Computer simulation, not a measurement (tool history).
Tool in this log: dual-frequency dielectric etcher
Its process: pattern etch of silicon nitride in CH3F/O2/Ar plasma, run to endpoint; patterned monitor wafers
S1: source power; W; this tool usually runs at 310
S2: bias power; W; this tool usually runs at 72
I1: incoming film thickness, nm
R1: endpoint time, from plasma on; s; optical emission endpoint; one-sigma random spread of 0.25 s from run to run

run,hour,S1,S2,I1,R1
1,0,310,72,25.41,39.1
2,105.4,310,72,24.9,37.9
3,155.1,370,72,25.29,36.1
4,214,370,72,25.04,35.2
5,321.4,310,72,25.46,38
6,366,310,72,25.08,37.5
# hour 425.6: source power generator calibrated
# hour 536.6: wet clean of the chamber
7,659.7,310,72,25.07,38.5
8,723,280,58,25.24,42.6
# hour 932.9: upper electrode replaced
9,970.6,280,58,25.1,41.5
# hour 1010.2: bias power generator calibrated
10,1057.5,330,72,25.32,37.5
11,1161,330,72,24.87,36.2
12,1229.1,330,72,25.31,36.5
# hour 1291.2: wet clean of the chamber
13,1316.6,310,76,25.08,38.1
14,1371.8,310,72,24.97,38.2
15,1459.3,340,67,25.22,38.3
16,1536.5,380,67,25.19,36.6
17,1633.9,360,89,25.23,33.9
18,1707.7,380,72,25.21,35.6
19,1751.4,310,72,25.07,37.1
20,1804.2,350,83,25.12,34.2
21,1886,310,57,25.14,40.3
22,1924,240,77,25.52,39.4
# hour 1987.5: wet clean of the chamber
23,1988,380,58,25.05,39.1
24,2056.8,310,72,25.2,38.7
25,2124.4,360,72,25.18,36.8
26,2191.3,250,68,25.31,42.3
27,2259.9,250,68,25.18,41.2
28,2332.7,310,66,25.42,39.7
29,2369.9,360,84,24.88,33.7
30,2474.9,350,89,25.15,33.5
31,2511.5,330,72,24.91,36.1
32,2596,370,64,24.92,36.1
# hour 2641.3: wet clean of the chamber
33,2641.8,370,64,25.27,37.7
34,2685.3,310,72,25.16,38.3

What if the next run were any one of these 5? Each begins from the tool's condition after run 34:
A,2685.7,280,72,25.22,?
B,2685.7,310,86,25.22,?
C,2685.7,390,88,25.22,?
D,2685.7,310,58,25.22,?
E,2685.7,260,86,25.22,?

run,R1
A,39.5
B,36.1
C,33.4
D,40.9
E,38.1
Stripped of hidden state, with their random variation kept, the same runs would have yielded:
run,R1
A,39.9
B,36.5
C,33.7
D,41.3
E,38.5
